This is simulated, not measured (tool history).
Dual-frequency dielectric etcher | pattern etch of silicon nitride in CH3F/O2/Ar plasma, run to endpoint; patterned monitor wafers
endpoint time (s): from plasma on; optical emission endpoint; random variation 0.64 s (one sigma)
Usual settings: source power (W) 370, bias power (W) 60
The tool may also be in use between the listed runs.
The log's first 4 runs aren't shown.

run,hour,source power (W),bias power (W),wafers since the last listed run,hours since the last wet clean,hours since the last source power generator calibration,hours since the last bias power generator calibration,hours since the last upper electrode change,"incoming incoming film thickness, nm",endpoint time (s)
5,250.3,370,60,543,431.1,2632.0,133.4,3792.0,49.45,78.9
6,304.4,370,60,429,485.2,2686.1,187.5,3846.1,49.37,80.3
# hour 330.6: wet clean of the chamber
7,370.7,370,60,336,40.1,2752.4,253.8,3912.4,49.59,76.5
8,396.4,370,60,204,65.8,2778.1,279.5,3938.1,49.29,76.5
9,447.8,370,60,408,117.2,2829.5,330.9,3989.5,49.16,76.5
10,519.7,370,60,571,189.1,2901.4,402.8,4061.4,49.30,77.6
# hour 540.6: source power generator calibrated
11,549.5,370,60,204,218.9,8.9,432.6,4091.2,49.32,77.6
12,585.8,370,60,288,255.2,45.2,468.9,4127.5,48.89,78.2
13,666.4,430,67,640,335.8,125.8,549.5,4208.1,49.48,71.5
14,712.2,400,54,363,381.6,171.6,595.3,4253.9,49.64,80.6
15,739.0,370,60,212,408.4,198.4,622.1,4280.7,48.97,78.7
16,780.3,400,60,328,449.7,239.7,663.4,4322.0,48.99,76.6
# hour 809.7: wet clean of the chamber
17,823.2,330,51,150,13.5,282.6,706.3,4364.9,49.34,83.7
18,886.8,450,60,505,77.1,346.2,769.9,4428.5,49.02,70.2
19,911.9,370,50,199,102.2,371.3,795.0,4453.6,49.37,81.9
20,1008.6,290,69,768,198.9,468.0,891.7,4550.3,48.98,80.5
# hour 1045.2: upper electrode replaced
21,1070.7,370,60,302,261.0,530.1,953.8,25.5,49.14,75.8
22,1102.3,400,52,251,292.6,561.7,985.4,57.1,48.99,78.6
23,1152.2,320,51,396,342.5,611.6,1035.3,107.0,49.12,87.7

Forecast run 24:
24,1207.8,320,48,441,398.1,667.2,1090.9,162.6,49.60,?

endpoint time (s): 89.2
Without the tool's hidden state the same run would have given endpoint time (s) 85.4.
